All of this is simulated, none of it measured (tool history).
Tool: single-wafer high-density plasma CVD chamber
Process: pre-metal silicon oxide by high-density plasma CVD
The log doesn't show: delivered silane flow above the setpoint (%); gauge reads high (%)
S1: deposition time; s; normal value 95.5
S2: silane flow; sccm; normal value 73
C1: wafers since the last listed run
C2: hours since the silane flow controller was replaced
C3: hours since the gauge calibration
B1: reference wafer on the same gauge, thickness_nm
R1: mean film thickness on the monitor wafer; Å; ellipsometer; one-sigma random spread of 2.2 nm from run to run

run 1 hour=0 | S1=95.5 S2=73 | C1=0 C2=3949.3 C3=1107.6 | B1=768.372 | R1=7465.26
run 2 hour=54.9 | S1=95.5 S2=73 | C1=761 C2=4004.2 C3=1162.5 | B1=768.691 | R1=7464.16
run 3 hour=108 | S1=95.5 S2=82 | C1=736 C2=4057.3 C3=1215.6 | B1=768.568 | R1=8369.05
run 4 hour=168.3 | S1=95.5 S2=82 | C1=836 C2=4117.6 C3=1275.9 | B1=767.925 | R1=8436.2
run 5 hour=195.1 | S1=95.5 S2=82 | C1=371 C2=4144.4 C3=1302.7 | B1=767.831 | R1=8448.41
run 6 hour=227.7 | S1=95.5 S2=73 | C1=452 C2=4177 C3=1335.3 | B1=767.094 | R1=7496.44
run 7 hour=263.1 | S1=95.5 S2=73 | C1=491 C2=4212.4 C3=1370.7 | B1=767.973 | R1=7525.55
run 8 hour=320.8 | S1=95.5 S2=73 | C1=800 C2=4270.1 C3=1428.4 | B1=769.064 | R1=7483.3
-- hour=396 silane flow controller replaced
run 9 hour=396.5 | S1=95.5 S2=73 | C1=939 C2=0.5 C3=1504.1 | B1=767.827 | R1=7091
run 10 hour=426.3 | S1=95.5 S2=73 | C1=413 C2=30.3 C3=1533.9 | B1=767.961 | R1=7143.35
run 11 hour=464 | S1=95.5 S2=73 | C1=522 C2=68 C3=1571.6 | B1=768.241 | R1=7147.68
-- hour=510.8 gauge calibrated
run 12 hour=529.4 | S1=95.5 S2=78 | C1=907 C2=133.4 C3=18.6 | B1=769.687 | R1=7639.52
run 13 hour=568.4 | S1=95.5 S2=78 | C1=541 C2=172.4 C3=57.6 | B1=766.998 | R1=7671.85
run 14 hour=600.7 | S1=101.5 S2=73 | C1=448 C2=204.7 C3=89.9 | B1=768.081 | R1=7582.76
run 15 hour=643.4 | S1=107.5 S2=69 | C1=592 C2=247.4 C3=132.6 | B1=768.252 | R1=7590.47
run 16 hour=685.5 | S1=107.5 S2=86 | C1=584 C2=289.5 C3=174.7 | B1=768.953 | R1=9574.7
run 17 hour=732 | S1=105.1 S2=84 | C1=645 C2=336 C3=221.2 | B1=768.34 | R1=9104.13
run 18 hour=797.9 | S1=102.7 S2=64 | C1=914 C2=401.9 C3=287.1 | B1=768.399 | R1=6814.63
run 19 hour=842.4 | S1=95.5 S2=63 | C1=617 C2=446.4 C3=331.6 | B1=766.874 | R1=6261.01
run 20 hour=908.5 | S1=95.5 S2=73 | C1=916 C2=512.5 C3=397.7 | B1=767.57 | R1=7222.12
run 21 hour=954.8 | S1=83 S2=81 | C1=642 C2=558.8 C3=444 | B1=767.939 | R1=6992.03
run 22 hour=1001.4 | S1=95.5 S2=73 | C1=646 C2=605.4 C3=490.6 | B1=767.468 | R1=7270.69
run 23 hour=1062.3 | S1=95.5 S2=73 | C1=844 C2=666.3 C3=551.5 | B1=768.118 | R1=7263
run 24 hour=1131.4 | S1=95.5 S2=73 | C1=958 C2=735.4 C3=620.6 | B1=767.797 | R1=7321.72
run 25 hour=1182.7 | S1=112.5 S2=77 | C1=711 C2=786.7 C3=671.9 | B1=768.624 | R1=9042.52

The next listed run, before its measurement:
run 26 hour=1240.1 | S1=95.5 S2=73 | C1=796 C2=844.1 C3=729.3 | B1=? | R1=?

{"run 26": {"B1": 768.822, "R1": 7300.02}}
The same run, on a tool lacking any hidden state, would have yielded R1 7054.07 Å.
